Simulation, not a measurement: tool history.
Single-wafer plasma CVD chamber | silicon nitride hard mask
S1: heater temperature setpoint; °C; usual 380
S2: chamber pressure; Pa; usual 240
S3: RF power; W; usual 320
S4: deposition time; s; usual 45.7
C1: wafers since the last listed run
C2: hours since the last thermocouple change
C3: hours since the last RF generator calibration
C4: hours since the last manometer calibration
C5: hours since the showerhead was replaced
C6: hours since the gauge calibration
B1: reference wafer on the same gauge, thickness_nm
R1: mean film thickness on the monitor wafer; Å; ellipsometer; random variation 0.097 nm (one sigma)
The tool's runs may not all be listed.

Run 1, hour 0: usual settings; C1 0; C2 2685.8; C3 2432.1; C4 2224.9; C5 8537.7; C6 6.6; B1 42.711. Result: R1 484.31 Å.
Run 2, hour 26.3: usual settings; C1 299; C2 2712.1; C3 2458.4; C4 2251.2; C5 8564; C6 32.9; B1 42.701. Result: R1 484.13 Å.
Run 3, hour 57.1: usual settings; C1 350; C2 2742.9; C3 2489.2; C4 2282; C5 8594.8; C6 63.7; B1 42.698. Result: R1 484.72 Å.
Run 4, hour 79.1: usual settings but S4 50.3 s; C1 250; C2 2764.9; C3 2511.2; C4 2304; C5 8616.8; C6 85.7; B1 42.692. Result: R1 532.71 Å.
Run 5, hour 95.8: usual settings but S4 50.3 s; C1 190; C2 2781.6; C3 2527.9; C4 2320.7; C5 8633.5; C6 102.4; B1 42.676. Result: R1 533.93 Å.
Run 6, hour 117.1: usual settings but S3 360 W, S4 49.4 s; C1 242; C2 2802.9; C3 2549.2; C4 2342; C5 8654.8; C6 123.7; B1 42.696. Result: R1 557.22 Å.
Run 7, hour 130.3: usual settings; C1 150; C2 2816.1; C3 2562.4; C4 2355.2; C5 8668; C6 136.9; B1 42.695. Result: R1 484.25 Å.
Run 8, hour 151.5: usual settings; C1 241; C2 2837.3; C3 2583.6; C4 2376.4; C5 8689.2; C6 158.1; B1 42.699. Result: R1 485.51 Å.
At hour 175.3: thermocouple changed; heater temperature recalibrated.
Run 9, hour 176.6: usual settings; C1 194; C2 1.3; C3 2608.7; C4 2401.5; C5 8714.3; C6 183.2; B1 42.695. Result: R1 484.15 Å.
At hour 185.5: capacitance manometer re-zeroed and calibrated.
Run 10, hour 208.4: usual settings; C1 271; C2 33.1; C3 2640.5; C4 22.9; C5 8746.1; C6 215; B1 42.696. Result: R1 483.26 Å.
Run 11, hour 233.5: usual settings; C1 285; C2 58.2; C3 2665.6; C4 48; C5 8771.2; C6 240.1; B1 42.71. Result: R1 485.03 Å.
At hour 250.5: RF generator calibrated.
Run 12, hour 266.7: usual settings; C1 286; C2 91.4; C3 16.2; C4 81.2; C5 8804.4; C6 273.3; B1 42.71. Result: R1 509.74 Å.
Run 13, hour 286.2: usual settings but S1 375 °C; C1 222; C2 110.9; C3 35.7; C4 100.7; C5 8823.9; C6 292.8; B1 42.691. Result: R1 511.2 Å.
Run 14, hour 320.5: usual settings but S1 386 °C, S2 184 Pa, S3 280 W; C1 390; C2 145.2; C3 70; C4 135; C5 8858.2; C6 327.1; B1 42.707. Result: R1 437.2 Å.
At hour 340.4: gauge calibrated.
At hour 346.2: showerhead replaced.
Run 15, hour 354.5: usual settings but S1 375 °C, S3 340 W; C1 296; C2 179.2; C3 104; C4 169; C5 8.3; C6 14.1; B1 42.693. Result: R1 525.37 Å.
Run 16, hour 369.8: usual settings; C1 174; C2 194.5; C3 119.3; C4 184.3; C5 23.6; C6 29.4; B1 42.7. Result: R1 507.69 Å.
Run 17, hour 386.6: usual settings but S1 373 °C, S2 256 Pa, S4 40 s; C1 191; C2 211.3; C3 136.1; C4 201.1; C5 40.4; C6 46.2; B1 42.698. Result: R1 453.79 Å.
Run 18, hour 421.3: usual settings but S1 368 °C, S3 340 W; C1 395; C2 246; C3 170.8; C4 235.8; C5 75.1; C6 80.9; B1 42.679. Result: R1 527.48 Å.
Run 19, hour 443.6: usual settings but S1 391 °C, S3 355 W; C1 253; C2 268.3; C3 193.1; C4 258.1; C5 97.4; C6 103.2; B1 42.699. Result: R1 532.08 Å.
Run 20, hour 468.4: usual settings but S1 366 °C, S2 209 Pa, S3 350 W, S4 41.2 s; C1 282; C2 293.1; C3 217.9; C4 282.9; C5 122.2; C6 128; B1 42.698. Result: R1 465.89 Å.
Run 21, hour 493.8: usual settings but S3 360 W, S4 49.4 s; C1 289; C2 318.5; C3 243.3; C4 308.3; C5 147.6; C6 153.4; B1 42.698. Result: R1 582.32 Å.
Run 22, hour 514.2: usual settings but S1 371 °C, S2 180 Pa, S3 260 W, S4 50.2 s; C1 232; C2 338.9; C3 263.7; C4 328.7; C5 168; C6 173.8; B1 42.691. Result: R1 458.88 Å.

Forecast each of these 3 alternatives for the next run:
Run A, hour 514.6: usual settings but S1 391 °C; C1 4; C2 339.3; C3 264.1; C4 329.1; C5 168.4; C6 174.2; B1 ?. Result: R1 ?.
Run B, hour 514.6: usual settings but S4 42.2 s; C1 4; C2 339.3; C3 264.1; C4 329.1; C5 168.4; C6 174.2; B1 ?. Result: R1 ?.
Run C, hour 514.6: usual settings but S3 290 W; C1 4; C2 339.3; C3 264.1; C4 329.1; C5 168.4; C6 174.2; B1 ?. Result: R1 ?.

run      B1      R1
  A  42.711   503.8
  B  42.711  467.74
  C  42.711  480.47
Without the tool's hidden state the same runs would have given:
run      R1
  A  506.53
  B  470.27
  C  483.15

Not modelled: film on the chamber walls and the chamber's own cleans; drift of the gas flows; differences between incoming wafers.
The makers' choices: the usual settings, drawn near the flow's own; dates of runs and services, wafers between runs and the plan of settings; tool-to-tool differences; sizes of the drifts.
